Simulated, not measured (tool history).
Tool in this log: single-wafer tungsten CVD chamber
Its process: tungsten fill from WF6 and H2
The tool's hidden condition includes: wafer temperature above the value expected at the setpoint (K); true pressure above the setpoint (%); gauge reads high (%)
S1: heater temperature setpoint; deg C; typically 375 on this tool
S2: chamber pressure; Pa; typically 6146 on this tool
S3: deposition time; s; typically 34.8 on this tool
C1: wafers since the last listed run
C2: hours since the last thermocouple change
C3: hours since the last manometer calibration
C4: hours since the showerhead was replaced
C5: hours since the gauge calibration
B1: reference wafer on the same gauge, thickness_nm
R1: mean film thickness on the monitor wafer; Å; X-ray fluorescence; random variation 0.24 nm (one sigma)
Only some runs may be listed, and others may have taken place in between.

run	day	S1	S2	S3	C1	C2	C3	C4	C5	B1	R1
1	0.000	375	6533	34.8	0	1866.6	2180.1	1804.5	347.1	81.854	823.68
2	2.450	375	6533	34.8	1142	1925.4	2238.9	1863.3	405.9	81.945	820.28
3	5.092	375	6533	34.8	1232	1988.8	2302.3	1926.7	469.3	81.884	827.79
4	7.496	385	6146	40.1	1121	2046.5	2360.0	1984.4	527.0	81.892	1112.34
5	9.762	375	5293	34.8	1057	2100.9	2414.4	2038.8	581.4	81.922	781.08
6	12.592	375	5293	34.8	1319	2168.8	2482.3	2106.7	649.3	81.880	780.70
7	14.846	366	6146	38.2	1051	2222.9	2536.4	2160.8	703.4	81.853	758.92
8	17.458	375	6146	34.8	1218	2285.6	2599.1	2223.5	766.1	81.894	813.65
9	19.271	375	6146	34.8	845	2329.1	2642.6	2267.0	809.6	81.859	814.75
# day 20.242: thermocouple changed; heater temperature recalibrated
10	21.808	375	6146	34.8	1028	37.6	2703.5	2327.9	870.5	81.937	796.35
# day 23.088: gauge calibrated
11	24.758	375	6786	34.8	1376	108.4	2774.3	2398.7	40.1	81.888	819.36
12	26.800	375	6786	34.8	952	157.4	2823.3	2447.7	89.1	81.923	816.10
13	29.179	375	6786	34.8	1109	214.5	2880.4	2504.8	146.2	81.915	821.66
14	30.446	386	4760	37.9	590	244.9	2910.8	2535.2	176.6	81.925	989.16
# day 31.717: showerhead replaced
15	32.675	370	6146	34.8	884	298.4	2964.3	23.0	230.1	81.839	729.67
16	35.533	362	5533	38.4	1333	367.0	3032.9	91.6	298.7	81.828	672.79
# day 37.450: capacitance manometer re-zeroed and calibrated
17	37.654	363	7026	34.8	833	417.9	4.9	142.5	349.6	81.934	661.91
18	40.121	368	6146	34.8	1150	477.1	64.1	201.7	408.8	81.900	704.58
19	42.138	367	5493	34.8	940	525.5	112.5	250.1	457.2	81.869	669.61
20	43.842	381	6146	34.8	795	566.4	153.4	291.0	498.1	81.879	893.45
21	46.225	375	6146	34.8	1111	623.6	210.6	348.2	555.3	81.895	798.49
22	48.558	375	6146	34.8	1088	679.6	266.6	404.2	611.3	81.852	803.55
23	50.883	375	6146	34.8	1084	735.4	322.4	460.0	667.1	81.897	797.86
24	51.971	375	6146	34.8	507	761.5	348.5	486.1	693.2	81.941	806.54
25	53.404	383	6919	34.8	668	795.9	382.9	520.5	727.6	81.872	956.63
26	56.000	375	6146	29.6	1211	858.2	445.2	582.8	789.9	81.903	682.17

Below are 3 alternative next runs, each starting from the tool's condition after run 26. Predict each:
A	56.017	375	7546	34.8	7	858.6	445.6	583.2	790.3	?	?
B	56.017	370	4760	40.6	7	858.6	445.6	583.2	790.3	?	?
C	56.017	368	5080	31.3	7	858.6	445.6	583.2	790.3	?	?

run	B1	R1
A	81.898	851.85
B	81.898	805.30
C	81.898	607.15
Take away the tool's hidden state, keep each run's random variation, and the runs would have read:
run	R1
A	830.57
B	784.91
C	591.51
